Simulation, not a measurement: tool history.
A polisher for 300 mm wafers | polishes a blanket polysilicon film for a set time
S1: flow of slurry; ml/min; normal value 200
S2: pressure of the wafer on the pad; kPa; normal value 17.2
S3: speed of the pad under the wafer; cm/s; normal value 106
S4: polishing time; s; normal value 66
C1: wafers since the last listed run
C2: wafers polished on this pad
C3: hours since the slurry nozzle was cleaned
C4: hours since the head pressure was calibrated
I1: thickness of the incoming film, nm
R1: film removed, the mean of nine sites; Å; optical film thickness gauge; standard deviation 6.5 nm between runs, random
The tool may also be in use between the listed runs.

run	hour	S1	S2	S3	S4	C1	C2	C3	C4	I1	R1
1	0.0	200	22.1	116	66	0	6133	378.2	376.3	1476.4	6798
# hour 52.1: worn pad replaced by a new one
2	74.6	230	17.2	106	66	646	206	452.8	450.9	1452.7	4850
3	141.5	200	17.2	106	66	612	819	519.7	517.8	1449.0	4922
4	179.5	200	17.2	106	66	348	1167	557.7	555.8	1485.1	4996
5	239.9	220	17.2	106	66	553	1720	618.1	616.2	1449.8	5143
# hour 254.0: slurry nozzle cleaned
6	298.4	220	17.2	106	66	526	2247	44.4	674.7	1455.3	5083
# hour 341.3: head pressure recalibrated
7	357.0	220	17.2	106	66	518	2766	103.0	15.7	1458.7	4833
8	434.9	200	17.2	106	66	713	3479	180.9	93.6	1471.0	4770
9	524.6	200	17.2	106	66	821	4301	270.6	183.3	1454.9	4791
# hour 738.0: worn pad replaced by a new one
10	738.5	200	17.2	106	66	1923	4	484.5	397.2	1491.7	4883
11	779.1	200	17.2	106	66	371	376	525.1	437.8	1461.8	4744
12	832.0	200	17.2	106	66	484	861	578.0	490.7	1427.1	4772
13	884.7	200	17.2	106	66	482	1344	630.7	543.4	1459.1	4966
14	922.4	200	13.1	98	66	345	1689	668.4	581.1	1471.6	3495
# hour 978.6: head pressure recalibrated
# hour 986.4: slurry nozzle cleaned
15	1007.7	200	17.2	122	66	754	2443	21.3	29.1	1478.3	5194
16	1069.2	180	23.4	106	66	563	3007	82.8	90.6	1463.4	6207
17	1121.4	200	17.2	94	86	478	3485	135.0	142.8	1452.8	5516
18	1172.0	200	17.2	120	53	463	3949	185.6	193.4	1459.1	4236
19	1279.2	175	19.3	106	66	982	4931	292.8	300.6	1481.0	5100
# hour 1299.5: worn pad replaced by a new one
20	1320.0	135	13.8	132	52	337	187	333.6	341.4	1441.1	3348
21	1393.6	200	17.2	106	66	674	862	407.2	415.0	1448.5	4815
22	1434.1	200	17.2	134	66	371	1233	447.7	455.5	1454.7	6013
23	1502.6	200	17.2	106	66	627	1860	516.2	524.0	1466.5	4800
24	1561.8	200	17.2	106	66	542	2403	575.4	583.2	1452.3	4876
25	1623.4	180	17.2	106	66	564	2967	637.0	644.8	1463.5	4870
# hour 1631.1: slurry nozzle cleaned
26	1684.2	230	12.4	88	73	547	3515	53.1	705.6	1451.7	3441
# hour 1740.2: head pressure recalibrated
27	1756.9	200	17.2	106	66	647	4163	125.8	16.7	1473.4	4653
28	1854.5	225	12.4	106	66	894	5057	223.4	114.3	1466.7	3438
# hour 1919.8: worn pad replaced by a new one
29	1931.4	200	17.2	106	76	667	106	300.3	191.2	1454.2	5451
30	2002.9	245	17.2	106	66	655	761	371.8	262.7	1451.3	4960
31	2100.5	200	17.2	106	47	894	1655	469.4	360.3	1448.3	3446
32	2174.9	200	17.2	106	74	681	2337	543.8	434.7	1454.6	5576
33	2265.0	200	17.2	106	46	825	3163	633.9	524.8	1449.1	3428
# hour 2281.1: slurry nozzle cleaned
34	2352.1	200	17.2	106	66	788	3951	71.0	611.9	1462.1	4954
35	2437.9	200	17.2	106	84	786	4738	156.8	697.7	1468.7	6271
# hour 2462.5: worn pad replaced by a new one
36	2476.6	200	17.2	106	66	317	129	195.5	736.4	1471.9	5041
# hour 2564.8: head pressure recalibrated
37	2567.0	200	17.2	120	66	809	939	285.9	2.2	1474.8	5160

Forecast each of these 4 alternatives for the next run:
A	2567.4	200	17.2	74	66	3	943	286.3	2.6	1466.0	?
B	2567.4	160	17.2	106	59	3	943	286.3	2.6	1466.0	?
C	2567.4	155	20.0	106	66	3	943	286.3	2.6	1466.0	?
D	2567.4	175	17.2	106	66	3	943	286.3	2.6	1466.0	?

run	R1
A	3560
B	4173
C	5382
D	4744
Stripped of hidden state, with their random variation kept, the same runs would have yielded:
run	R1
A	3571
B	4186
C	5399
D	4759
